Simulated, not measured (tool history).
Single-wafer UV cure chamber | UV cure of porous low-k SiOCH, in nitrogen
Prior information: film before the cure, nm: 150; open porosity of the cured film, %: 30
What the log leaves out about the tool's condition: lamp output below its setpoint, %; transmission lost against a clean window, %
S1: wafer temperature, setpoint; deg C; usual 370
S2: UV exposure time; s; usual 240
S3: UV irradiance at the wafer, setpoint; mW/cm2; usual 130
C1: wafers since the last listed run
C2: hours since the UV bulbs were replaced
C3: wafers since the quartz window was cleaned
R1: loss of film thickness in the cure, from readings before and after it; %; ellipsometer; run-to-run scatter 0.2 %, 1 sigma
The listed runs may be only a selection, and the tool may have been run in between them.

{"run": 1, "hour": 0.0, "S1": 379, "S2": 240, "S3": 109, "C1": 0, "C2": 1076.3, "C3": 353, "R1": 13.147}
{"run": 2, "hour": 68.4, "S1": 370, "S2": 240, "S3": 149, "C1": 358, "C2": 1144.7, "C3": 712, "R1": 14.205}
{"hour": 99.1, "done": "UV bulbs replaced"}
{"run": 3, "hour": 99.6, "S1": 360, "S2": 290, "S3": 130, "C1": 121, "C2": 0.5, "C3": 834, "R1": 16.414}
{"run": 4, "hour": 168.9, "S1": 370, "S2": 240, "S3": 130, "C1": 363, "C2": 69.8, "C3": 1198, "R1": 15.752}
{"run": 5, "hour": 226.5, "S1": 370, "S2": 240, "S3": 130, "C1": 302, "C2": 127.4, "C3": 1500, "R1": 15.568}
{"run": 6, "hour": 253.6, "S1": 370, "S2": 155, "S3": 130, "C1": 142, "C2": 154.5, "C3": 1642, "R1": 13.368}
{"run": 7, "hour": 278.0, "S1": 370, "S2": 320, "S3": 130, "C1": 128, "C2": 178.9, "C3": 1770, "R1": 17.625}
{"hour": 306.1, "done": "quartz window cleaned"}
{"run": 8, "hour": 325.3, "S1": 370, "S2": 320, "S3": 130, "C1": 206, "C2": 226.2, "C3": 100, "R1": 17.524}
{"run": 9, "hour": 366.9, "S1": 370, "S2": 240, "S3": 130, "C1": 218, "C2": 267.8, "C3": 318, "R1": 15.125}
{"run": 10, "hour": 438.2, "S1": 370, "S2": 240, "S3": 130, "C1": 374, "C2": 339.1, "C3": 692, "R1": 15.496}
{"run": 11, "hour": 479.7, "S1": 370, "S2": 240, "S3": 130, "C1": 217, "C2": 380.6, "C3": 910, "R1": 15.599}
{"run": 12, "hour": 505.0, "S1": 370, "S2": 240, "S3": 130, "C1": 132, "C2": 405.9, "C3": 1043, "R1": 15.528}
{"run": 13, "hour": 572.6, "S1": 370, "S2": 240, "S3": 130, "C1": 354, "C2": 473.5, "C3": 1398, "R1": 15.253}
{"run": 14, "hour": 625.7, "S1": 370, "S2": 240, "S3": 130, "C1": 278, "C2": 526.6, "C3": 1676, "R1": 14.933}
{"hour": 648.7, "done": "quartz window cleaned"}
{"run": 15, "hour": 687.4, "S1": 370, "S2": 240, "S3": 130, "C1": 281, "C2": 588.3, "C3": 202, "R1": 15.314}
{"run": 16, "hour": 736.5, "S1": 370, "S2": 240, "S3": 130, "C1": 257, "C2": 637.4, "C3": 460, "R1": 15.157}
{"run": 17, "hour": 770.0, "S1": 370, "S2": 240, "S3": 130, "C1": 175, "C2": 670.9, "C3": 636, "R1": 15.13}
{"run": 18, "hour": 804.1, "S1": 370, "S2": 240, "S3": 142, "C1": 178, "C2": 705, "C3": 815, "R1": 15.548}
{"run": 19, "hour": 836.9, "S1": 375, "S2": 240, "S3": 149, "C1": 172, "C2": 737.8, "C3": 987, "R1": 15.597}
{"run": 20, "hour": 899.8, "S1": 381, "S2": 240, "S3": 130, "C1": 330, "C2": 800.7, "C3": 1317, "R1": 14.527}
{"run": 21, "hour": 926.9, "S1": 370, "S2": 240, "S3": 130, "C1": 142, "C2": 827.8, "C3": 1459, "R1": 14.521}
{"run": 22, "hour": 954.8, "S1": 370, "S2": 240, "S3": 99, "C1": 146, "C2": 855.7, "C3": 1606, "R1": 12.901}
{"hour": 1015.7, "done": "quartz window cleaned"}
{"run": 23, "hour": 1016.2, "S1": 356, "S2": 355, "S3": 102, "C1": 280, "C2": 917.1, "C3": 2, "R1": 14.616}
{"run": 24, "hour": 1061.3, "S1": 384, "S2": 240, "S3": 140, "C1": 236, "C2": 962.2, "C3": 239, "R1": 14.644}
{"run": 25, "hour": 1129.6, "S1": 370, "S2": 350, "S3": 119, "C1": 358, "C2": 1030.5, "C3": 597, "R1": 15.577}
{"run": 26, "hour": 1162.4, "S1": 370, "S2": 240, "S3": 130, "C1": 172, "C2": 1063.3, "C3": 769, "R1": 13.646}
{"run": 27, "hour": 1221.2, "S1": 355, "S2": 355, "S3": 156, "C1": 308, "C2": 1122.1, "C3": 1078, "R1": 16.129}
{"run": 28, "hour": 1285.4, "S1": 377, "S2": 365, "S3": 148, "C1": 336, "C2": 1186.3, "C3": 1415, "R1": 16.45}
{"run": 29, "hour": 1316.7, "S1": 370, "S2": 240, "S3": 130, "C1": 164, "C2": 1217.6, "C3": 1579, "R1": 12.824}
{"run": 30, "hour": 1340.7, "S1": 370, "S2": 370, "S3": 109, "C1": 125, "C2": 1241.6, "C3": 1705, "R1": 14.191}
{"hour": 1380.7, "done": "UV bulbs replaced"}
{"hour": 1383.2, "done": "quartz window cleaned"}
{"run": 31, "hour": 1385.7, "S1": 357, "S2": 160, "S3": 112, "C1": 181, "C2": 5, "C3": 13, "R1": 12.487}
{"run": 32, "hour": 1446.0, "S1": 370, "S2": 240, "S3": 130, "C1": 316, "C2": 65.3, "C3": 329, "R1": 15.398}
{"run": 33, "hour": 1508.8, "S1": 389, "S2": 240, "S3": 130, "C1": 329, "C2": 128.1, "C3": 659, "R1": 15.79}
{"run": 34, "hour": 1557.3, "S1": 351, "S2": 95, "S3": 114, "C1": 254, "C2": 176.6, "C3": 913, "R1": 9.775}
{"run": 35, "hour": 1584.6, "S1": 370, "S2": 290, "S3": 130, "C1": 143, "C2": 203.9, "C3": 1056, "R1": 16.232}
{"run": 36, "hour": 1651.2, "S1": 378, "S2": 310, "S3": 99, "C1": 349, "C2": 270.5, "C3": 1406, "R1": 15.143}
{"run": 37, "hour": 1687.1, "S1": 370, "S2": 355, "S3": 141, "C1": 188, "C2": 306.4, "C3": 1594, "R1": 17.817}
{"run": 38, "hour": 1735.3, "S1": 370, "S2": 240, "S3": 130, "C1": 252, "C2": 354.6, "C3": 1847, "R1": 15.672}
{"hour": 1797.3, "done": "quartz window cleaned"}
{"run": 39, "hour": 1797.7, "S1": 370, "S2": 240, "S3": 130, "C1": 285, "C2": 417, "C3": 2, "R1": 15.135}
{"run": 40, "hour": 1840.4, "S1": 370, "S2": 240, "S3": 130, "C1": 224, "C2": 459.7, "C3": 226, "R1": 14.956}

State the hidden condition of the tool at each of the runs:
transmission lost against a clean window, %: 0 on each run
H1: lamp output below its setpoint, %
run=1 H1=34.1
run=2 H1=38.2
run=3 H1=3.56
run=4 H1=3.69
run=5 H1=3.99
run=6 H1=4.2
run=7 H1=4.42
run=8 H1=4.93
run=9 H1=5.48
run=10 H1=6.64
run=11 H1=7.44
run=12 H1=7.98
run=13 H1=9.57
run=14 H1=11
run=15 H1=12.8
run=16 H1=14.5
run=17 H1=15.6
run=18 H1=16.9
run=19 H1=18.2
run=20 H1=20.8
run=21 H1=21.9
run=22 H1=23.2
run=23 H1=26.1
run=24 H1=28.4
run=25 H1=32.1
run=26 H1=33.9
run=27 H1=37.3
run=28 H1=41.3
run=29 H1=43.3
run=30 H1=44.9
run=31 H1=4.78
run=32 H1=4.89
run=33 H1=5.22
run=34 H1=5.61
run=35 H1=5.89
run=36 H1=6.74
run=37 H1=7.29
run=38 H1=8.15
run=39 H1=9.44
run=40 H1=10.4
